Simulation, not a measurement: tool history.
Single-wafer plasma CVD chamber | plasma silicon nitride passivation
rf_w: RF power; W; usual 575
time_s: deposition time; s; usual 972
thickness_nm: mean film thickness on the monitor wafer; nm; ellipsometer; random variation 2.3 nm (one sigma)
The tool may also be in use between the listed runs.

run     day  rf_w  time_s  read-back reference wafer on the same gauge, thickness_nm  thickness_nm
  1       0   575     824                                                   1309.808      1323.572
  2   0.279   575     972                                                   1309.674       1561.14
  3   0.996   575     972                                                   1309.445      1564.211
  4   1.262   575     972                                                    1310.12      1559.901
  5   1.571   575     972                                                   1310.306      1560.438
  6   3.658   575     972                                                   1309.572      1559.564
  7   3.921   575     972                                                   1309.902      1564.262
  8   4.638   575     972                                                   1310.463      1559.239
  9   5.079   575     972                                                   1310.242      1559.902
 10   5.346   575     972                                                   1310.262          1561
 11   5.746   575     972                                                   1309.979      1557.678
 12   6.271   575     972                                                   1309.466      1557.419
 13   7.012   575     972                                                   1309.915      1556.703
 14   7.504   575     972                                                   1309.883      1559.803
 15   8.396   575     972                                                   1309.371      1558.278
 16   8.996   575     859                                                   1310.187      1382.617
 17   9.738   575     859                                                   1310.034      1379.013
 18    10.4   575    1107                                                   1310.836      1780.567
 19  10.821   575    1107                                                   1310.522      1775.102
 20   11.15   575     972                                                   1310.084      1560.228
 21  11.458   575     972                                                   1310.344      1559.404
 22  11.967   575     972                                                   1309.934      1557.655
 23  12.238   640     972                                                   1310.411      1589.132
 24  12.604   605     904                                                   1309.563      1463.488
 25  13.133   540     923                                                   1309.949      1464.725
 26  13.717   575     972                                                   1310.417      1560.326
 27  14.017   525     972                                                   1310.125      1533.891
 28  14.742   575     972                                                   1310.343      1559.433
 29   15.05   615     916                                                   1309.854      1490.916
 30   15.65   630    1025                                                   1309.996      1669.503
 31  16.308   575     972                                                    1309.78      1560.633
 32  16.688   575     972                                                   1309.978      1559.968
 33  16.983   510     857                                                   1310.328      1345.964
 34  17.442   610     972                                                   1309.674      1573.084
 35  17.988   670     836                                                   1310.351      1378.049
 36  18.542   575     972                                                   1309.662      1561.937
 37  19.988   575     972                                                   1310.462      1562.584
 38  20.633   625    1139                                                   1309.824      1857.763
 39  21.183   475     972                                                   1310.065      1511.225
 40   21.65   460     797                                                   1309.685      1231.273
 41  22.067   470     817                                                    1310.59      1266.706
 42  23.612   575     972                                                   1310.256      1561.523
 43  23.971   625     795                                                   1310.231      1293.896
 44  24.346   490     972                                                   1310.305      1519.843

Not shown: 3 entries that the log had between the listed runs. Between which runs, and how does the tool's hidden state differ before and after?
Between runs 15 and 16: gauge calibrated (day 8.442)
  no hidden state differs between the two runs
Between runs 21 and 22: RF generator calibrated (day 11.908)
  no hidden state differs between the two runs
Between runs 35 and 36: showerhead replaced (day 18.521)
  no hidden state differs between the two runs
